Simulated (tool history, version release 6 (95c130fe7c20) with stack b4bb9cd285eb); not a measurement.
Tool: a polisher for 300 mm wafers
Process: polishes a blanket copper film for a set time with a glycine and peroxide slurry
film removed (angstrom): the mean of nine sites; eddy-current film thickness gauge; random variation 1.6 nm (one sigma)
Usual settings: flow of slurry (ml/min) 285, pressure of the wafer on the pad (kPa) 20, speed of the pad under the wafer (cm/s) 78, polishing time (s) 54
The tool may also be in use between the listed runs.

run    hour  flow of slurry (ml/min)  pressure of the wafer on the pad (kPa)  speed of the pad under the wafer (cm/s)  polishing time (s)  wafers since the last listed run  wafers polished on this pad  hours since the slurry nozzle was cleaned  hours since the head pressure was calibrated  incoming thickness of the incoming film, nm  film removed (angstrom)
  1       0                      285                                    15.9                                       72                  54                                 0                          232                                      551.7                                         303.8                                       1219.3                     1848
       57.3  -- slurry nozzle cleaned
  2    98.4                      285                                    15.9                                       72                  54                               907                         1139                                       41.1                                         402.2                                       1215.6                     1832
  3   187.8                      285                                      20                                       62                  54                               832                         1972                                      130.5                                         491.6                                       1229.2                     1869
  4   239.2                      285                                      20                                       62                  54                               478                         2451                                      181.9                                           543                                       1244.2                     1865
  5   343.5                      285                                      20                                       62                  54                               971                         3422                                      286.2                                         647.3                                       1209.3                     1874
      372.6  -- worn pad replaced by a new one
      586.5  -- head pressure recalibrated
        588  -- slurry nozzle cleaned
  6   598.8                      230                                      20                                       78                  54                              2312                         2079                                       10.8                                          12.3                                       1192.3                     2144
  7   704.5                      230                                      20                                       78                  54                               984                         3063                                      116.5                                           118                                       1203.5                     2159
  8   749.2                      230                                      20                                       78                  54                               416                         3480                                      161.2                                         162.7                                         1227                     2167
      785.2  -- worn pad replaced by a new one
  9   789.9                      285                                      20                                       78                  54                               341                           44                                      201.9                                         203.4                                       1233.9                     2234
 10   828.1                      250                                      20                                       78                  54                               355                          399                                      240.1                                         241.6                                       1222.9                     2207
 11     887                      250                                      20                                       78                  54                               548                          948                                        299                                         300.5                                       1223.3                     2192
 12   923.6                      285                                      20                                       78                  54                               340                         1289                                      335.6                                         337.1                                       1214.3                     2256
 13  1030.8                      285                                      20                                       78                  45                               998                         2287                                      442.8                                         444.3                                       1219.8                     1860
 14  1094.6                      255                                      20                                       78                  54                               594                         2882                                      506.6                                         508.1                                       1221.5                     2198
 15    1176                      285                                    17.9                                       78                  54                               758                         3640                                        588                                         589.5                                       1212.6                     2113
     1178.7  -- slurry nozzle cleaned
     1189.5  -- worn pad replaced by a new one
 16  1216.6                      360                                      20                                       64                  66                               331                          252                                       37.9                                         630.1                                       1215.3                     2384
 17  1320.6                      285                                    14.5                                       78                  59                               968                         1221                                      141.9                                         734.1                                       1213.4                     2065
     1422.5  -- head pressure recalibrated
 18    1423                      360                                      20                                       64                  66                               935                         2156                                      244.3                                           0.5                                       1209.9                     2358
 19  1500.1                      285                                      20                                       78                  54                               718                         2874                                      321.4                                          77.6                                       1233.5                     2242
 20  1544.3                      285                                      20                                       78                  54                               411                         3286                                      365.6                                         121.8                                       1212.6                     2212
     1556.5  -- worn pad replaced by a new one
 21  1598.8                      285                                      20                                       88                  54                               470                          394                                      420.1                                         176.3                                         1208                     2426
 22  1663.5                      285                                      20                                       78                  54                               602                          997                                      484.8                                           241                                       1219.3                     2222
 23  1748.5                      285                                      20                                       90                  54                               791                         1788                                      569.8                                           326                                       1207.4                     2510
 24  1837.2                      370                                    13.8                                       64                  67                               826                         2614                                      658.5                                         414.7                                       1219.9                     2022
     1864.1  -- slurry nozzle cleaned
 25  1905.9                      250                                    17.2                                       68                  72                               630                         3245                                       41.8                                         483.4                                       1213.4                     2451

4 ways to go on from here, each from the tool as it stands after run 25. What would each give?
  A  1906.3                      355                                      20                                       78                  54                                 3                         3249                                       42.2                                         483.8                                       1225.4                        ?
  B  1906.3                      285                                    25.5                                       86                  37                                 3                         3249                                       42.2                                         483.8                                       1225.4                        ?
  C  1906.3                      285                                      20                                       78                  36                                 3                         3249                                       42.2                                         483.8                                       1225.4                        ?
  D  1906.3                      285                                      20                                       86                  54                                 3                         3249                                       42.2                                         483.8                                       1225.4                        ?

run  film removed (angstrom)
  A                     2271
  B                     1910
  C                     1484
  D                     2407
Without the tool's hidden state the same runs would have given:
run  film removed (angstrom)
  A                     2271
  B                     1910
  C                     1484
  D                     2407
